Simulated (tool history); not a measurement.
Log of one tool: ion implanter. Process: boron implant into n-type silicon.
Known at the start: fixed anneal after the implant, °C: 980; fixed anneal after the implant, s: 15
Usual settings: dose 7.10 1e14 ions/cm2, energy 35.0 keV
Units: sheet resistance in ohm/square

run,hour,dose,energy,"read-back reference wafer on the same gauge, sheet resistance",sheet resistance
1,0.0,7.10,35.0,162.91,170.83
2,92.2,7.10,35.0,163.04,171.60
# hour 160.2: gauge calibrated
3,160.9,7.10,35.0,163.01,172.46
4,227.9,6.41,35.0,162.94,187.59
5,265.6,6.41,35.0,162.99,188.29
6,330.9,6.41,35.0,162.91,188.88
# hour 364.6: Faraday cup replaced and dose calibrated
# hour 374.3: extraction supply calibrated
7,378.1,7.10,27.5,163.04,168.03
8,458.9,7.10,29.0,163.01,168.35
9,505.7,8.82,29.0,162.93,140.73
10,556.9,8.72,35.0,162.99,141.21
11,597.0,7.70,41.0,163.04,155.73
12,670.5,5.68,30.0,163.00,201.21
# hour 771.6: gauge calibrated
13,778.0,7.10,35.0,163.15,166.67
14,814.2,6.01,31.0,162.96,191.60
15,879.7,7.10,23.0,163.06,170.24
16,956.6,5.31,23.0,162.90,215.18
17,994.8,7.10,27.5,162.89,169.53

3 ways to go on from here, each from the tool as it stands after run 17. What would each give?
A,995.2,7.10,35.0,?,?
B,995.2,7.10,39.5,?,?
C,995.2,8.19,29.5,?,?

run,"read-back reference wafer on the same gauge, sheet resistance",sheet resistance
A,163.11,167.46
B,163.11,166.91
C,163.11,149.97
Without the tool's hidden state the same runs would have given:
run,sheet resistance
A,166.28
B,165.75
C,148.91
